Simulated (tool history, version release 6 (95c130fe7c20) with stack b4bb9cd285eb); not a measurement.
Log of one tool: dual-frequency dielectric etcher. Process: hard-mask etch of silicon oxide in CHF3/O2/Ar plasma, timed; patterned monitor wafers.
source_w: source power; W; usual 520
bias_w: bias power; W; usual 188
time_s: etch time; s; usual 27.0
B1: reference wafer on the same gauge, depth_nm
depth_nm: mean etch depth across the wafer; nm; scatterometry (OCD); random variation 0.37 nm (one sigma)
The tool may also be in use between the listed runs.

Run 1, day 0.000: usual settings but source_w 560 W, bias_w 200 W; B1 53.7. Result: depth_nm 53.4 nm.
Run 2, day 0.700: usual settings; B1 53.7. Result: depth_nm 50.5 nm.
Run 3, day 2.104: usual settings; B1 53.9. Result: depth_nm 50.9 nm.
Run 4, day 3.575: usual settings; B1 53.5. Result: depth_nm 50.7 nm.
Run 5, day 4.192: usual settings; B1 53.8. Result: depth_nm 50.0 nm.
Run 6, day 5.542: usual settings but time_s 22.0 s; B1 53.7. Result: depth_nm 41.2 nm.
Run 7, day 6.500: usual settings but time_s 22.0 s; B1 53.6. Result: depth_nm 41.0 nm.
At day 7.938: upper electrode replaced.
At day 8.867: wet clean of the chamber.
Run 8, day 8.888: usual settings but time_s 22.0 s; B1 53.8. Result: depth_nm 43.3 nm.
Run 9, day 9.088: usual settings but time_s 31.5 s; B1 53.7. Result: depth_nm 61.7 nm.
At day 10.225: gauge calibrated.
Run 10, day 10.500: usual settings; B1 53.6. Result: depth_nm 52.8 nm.
At day 11.346: source power generator calibrated.
At day 11.421: bias power generator calibrated.
Run 11, day 11.442: usual settings; B1 53.8. Result: depth_nm 52.3 nm.
Run 12, day 11.846: usual settings but source_w 580 W, time_s 33.5 s; B1 53.6. Result: depth_nm 67.6 nm.
Run 13, day 12.667: usual settings but source_w 630 W, bias_w 174 W, time_s 19.5 s; B1 53.7. Result: depth_nm 40.2 nm.
Run 14, day 13.862: usual settings; B1 53.7. Result: depth_nm 52.3 nm.
Run 15, day 14.696: usual settings but source_w 570 W, bias_w 229 W, time_s 30.5 s; B1 53.8. Result: depth_nm 62.5 nm.
Run 16, day 15.792: usual settings but source_w 490 W, bias_w 144 W, time_s 29.5 s; B1 53.6. Result: depth_nm 53.0 nm.
Run 17, day 17.133: usual settings but source_w 640 W, bias_w 225 W; B1 53.7. Result: depth_nm 56.9 nm.

3 ways to go on from here, each from the tool as it stands after run 17. What would each give?
Run A, day 17.150: usual settings but bias_w 144 W; B1 ?. Result: depth_nm ?.
Run B, day 17.150: usual settings but source_w 410 W; B1 ?. Result: depth_nm ?.
Run C, day 17.150: usual settings but source_w 590 W, bias_w 173 W, time_s 31.5 s; B1 ?. Result: depth_nm ?.

run    B1  depth_nm
  A  53.7      49.4
  B  53.7      47.4
  C  53.7      62.0
Without the tool's hidden state the same runs would have given:
run  depth_nm
  A      50.4
  B      48.3
  C      63.3

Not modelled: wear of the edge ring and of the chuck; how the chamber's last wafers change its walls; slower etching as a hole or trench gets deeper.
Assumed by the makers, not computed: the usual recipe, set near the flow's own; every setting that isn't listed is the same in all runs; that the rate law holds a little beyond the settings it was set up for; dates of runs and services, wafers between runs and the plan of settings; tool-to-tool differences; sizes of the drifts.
